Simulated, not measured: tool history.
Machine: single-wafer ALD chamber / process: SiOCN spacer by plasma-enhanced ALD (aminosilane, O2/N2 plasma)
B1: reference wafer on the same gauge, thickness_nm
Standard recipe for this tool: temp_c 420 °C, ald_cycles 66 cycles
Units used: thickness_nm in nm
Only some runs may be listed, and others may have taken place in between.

run 1 day=0 | temp_c=420 ald_cycles=66 | B1=4.959 | thickness_nm=4.217
-- day=1.688 thermocouple changed; heater temperature recalibrated
run 2 day=1.779 | temp_c=420 ald_cycles=66 | B1=4.964 | thickness_nm=4.177
run 3 day=4.254 | temp_c=420 ald_cycles=66 | B1=4.958 | thickness_nm=4.192
run 4 day=6.883 | temp_c=411 ald_cycles=66 | B1=4.96 | thickness_nm=4.31
run 5 day=8.946 | temp_c=411 ald_cycles=66 | B1=4.963 | thickness_nm=4.306
run 6 day=11.738 | temp_c=420 ald_cycles=66 | B1=4.957 | thickness_nm=4.213
run 7 day=13.925 | temp_c=420 ald_cycles=66 | B1=4.962 | thickness_nm=4.204
run 8 day=16.158 | temp_c=420 ald_cycles=66 | B1=4.959 | thickness_nm=4.187
run 9 day=17.471 | temp_c=427 ald_cycles=58 | B1=4.961 | thickness_nm=3.637
run 10 day=20.325 | temp_c=427 ald_cycles=58 | B1=4.961 | thickness_nm=3.618
run 11 day=21.429 | temp_c=420 ald_cycles=75 | B1=4.959 | thickness_nm=4.787
run 12 day=24.008 | temp_c=420 ald_cycles=75 | B1=4.959 | thickness_nm=4.775
run 13 day=25.533 | temp_c=420 ald_cycles=75 | B1=4.958 | thickness_nm=4.765
run 14 day=26.858 | temp_c=420 ald_cycles=66 | B1=4.959 | thickness_nm=4.206
run 15 day=33.958 | temp_c=420 ald_cycles=66 | B1=4.961 | thickness_nm=4.177
run 16 day=35.483 | temp_c=420 ald_cycles=66 | B1=4.958 | thickness_nm=4.235
run 17 day=38.45 | temp_c=420 ald_cycles=66 | B1=4.958 | thickness_nm=4.208
run 18 day=39.988 | temp_c=420 ald_cycles=66 | B1=4.963 | thickness_nm=4.209
run 19 day=42.238 | temp_c=420 ald_cycles=66 | B1=4.962 | thickness_nm=4.208
run 20 day=44.604 | temp_c=420 ald_cycles=66 | B1=4.959 | thickness_nm=4.203
run 21 day=47.571 | temp_c=420 ald_cycles=66 | B1=4.963 | thickness_nm=4.194
-- day=47.929 thermocouple changed; heater temperature recalibrated
run 22 day=49.271 | temp_c=420 ald_cycles=66 | B1=4.957 | thickness_nm=4.219
run 23 day=51.817 | temp_c=420 ald_cycles=66 | B1=4.96 | thickness_nm=4.178
run 24 day=52.892 | temp_c=434 ald_cycles=57 | B1=4.96 | thickness_nm=3.477
run 25 day=55.5 | temp_c=410 ald_cycles=56 | B1=4.961 | thickness_nm=3.684
run 26 day=58.112 | temp_c=407 ald_cycles=78 | B1=4.955 | thickness_nm=5.139
run 27 day=60.204 | temp_c=420 ald_cycles=57 | B1=4.962 | thickness_nm=3.627
run 28 day=62.175 | temp_c=406 ald_cycles=54 | B1=4.96 | thickness_nm=3.565
run 29 day=63.183 | temp_c=426 ald_cycles=76 | B1=4.962 | thickness_nm=4.743
run 30 day=65.204 | temp_c=428 ald_cycles=61 | B1=4.961 | thickness_nm=3.827
-- day=67.646 gauge calibrated
run 31 day=70.412 | temp_c=409 ald_cycles=66 | B1=4.958 | thickness_nm=4.332
run 32 day=72.521 | temp_c=431 ald_cycles=66 | B1=4.961 | thickness_nm=4.072
run 33 day=74.621 | temp_c=430 ald_cycles=73 | B1=4.962 | thickness_nm=4.517
run 34 day=77.033 | temp_c=428 ald_cycles=58 | B1=4.961 | thickness_nm=3.627
run 35 day=79.875 | temp_c=420 ald_cycles=53 | B1=4.962 | thickness_nm=3.371
run 36 day=81.438 | temp_c=408 ald_cycles=60 | B1=4.958 | thickness_nm=3.945
run 37 day=82.917 | temp_c=429 ald_cycles=66 | B1=4.957 | thickness_nm=4.102
run 38 day=85.162 | temp_c=420 ald_cycles=74 | B1=4.956 | thickness_nm=4.72
run 39 day=87.321 | temp_c=420 ald_cycles=66 | B1=4.958 | thickness_nm=4.214
run 40 day=88.612 | temp_c=407 ald_cycles=66 | B1=4.956 | thickness_nm=4.349
run 41 day=90.171 | temp_c=408 ald_cycles=61 | B1=4.961 | thickness_nm=4.034
run 42 day=91.562 | temp_c=406 ald_cycles=54 | B1=4.96 | thickness_nm=3.576
-- day=95.742 thermocouple changed; heater temperature recalibrated
run 43 day=95.762 | temp_c=420 ald_cycles=66 | B1=4.959 | thickness_nm=4.196
run 44 day=98.579 | temp_c=413 ald_cycles=66 | B1=4.959 | thickness_nm=4.282
run 45 day=100.842 | temp_c=407 ald_cycles=78 | B1=4.964 | thickness_nm=5.15
run 46 day=103.654 | temp_c=407 ald_cycles=77 | B1=4.958 | thickness_nm=5.101

What was the tool's hidden state at every run in the log?
wafer temperature above the value expected at the setpoint (K): 0 on each run
gauge reads high (%): 0 on each run
